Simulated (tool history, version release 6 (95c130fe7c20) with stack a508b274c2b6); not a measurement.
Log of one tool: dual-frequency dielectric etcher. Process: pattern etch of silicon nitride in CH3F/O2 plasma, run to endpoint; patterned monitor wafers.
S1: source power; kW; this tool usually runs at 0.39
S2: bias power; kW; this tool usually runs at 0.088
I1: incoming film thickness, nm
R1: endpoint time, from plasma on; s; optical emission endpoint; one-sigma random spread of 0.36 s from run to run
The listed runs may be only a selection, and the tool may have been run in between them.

run   hour    S1     S2    I1    R1
  1      0  0.34  0.102  85.8  82.4
  2     10  0.39  0.099  86.4  81.8
  3   24.3  0.39  0.099  86.4  81.1
  4     41  0.39  0.099  86.1  80.9
  5   54.7  0.39  0.088  86.9    86
  6   66.1  0.39  0.088    86  84.7
  7   90.8  0.34  0.088  87.2    94
  8   91.2  0.34  0.088  86.8  92.6
  9  127.2  0.34  0.088  86.6  92.1
 10  136.4  0.34  0.078  86.3  96.2
 11  145.3  0.39  0.099  85.8  83.5
 12    153  0.33  0.102  86.7  87.5
 13  167.4  0.39  0.088  86.7  88.1
 14  173.2  0.43  0.068  86.4  95.9
 15  188.7  0.35  0.071  86.3  99.5
 16  205.8  0.34  0.107  85.7  83.4
 17  214.8  0.36  0.088  86.3  89.6
 18  222.5  0.45  0.088  85.7  83.6
 19  238.1  0.36  0.073  85.3    96

Put back what was entered between runs (4 entries, withheld): which listed runs does each sit between, and how does the hidden state differ from the listed run before to the listed run after?
From run 6 to run 7: wet clean of the chamber (hour 90.3)
  etch rate over this chamber's usual, %: 4.5 -> 0.299
  difference, measured minus the result without the unlogged condition, R1: -3.9 -> -0.3 s
From run 8 to run 9: source power generator calibrated (hour 108.7); upper electrode replaced (hour 120.2)
  etch rate over this chamber's usual, %: 0.302 -> 0.618
  difference, measured minus the result without the unlogged condition, R1: -0.3 -> -0.6 s
From run 12 to run 13: bias power generator calibrated (hour 166.9)
  etch rate over this chamber's usual, %: 0.845 -> 0.971
  difference, measured minus the result without the unlogged condition, R1: -0.8 -> -0.9 s

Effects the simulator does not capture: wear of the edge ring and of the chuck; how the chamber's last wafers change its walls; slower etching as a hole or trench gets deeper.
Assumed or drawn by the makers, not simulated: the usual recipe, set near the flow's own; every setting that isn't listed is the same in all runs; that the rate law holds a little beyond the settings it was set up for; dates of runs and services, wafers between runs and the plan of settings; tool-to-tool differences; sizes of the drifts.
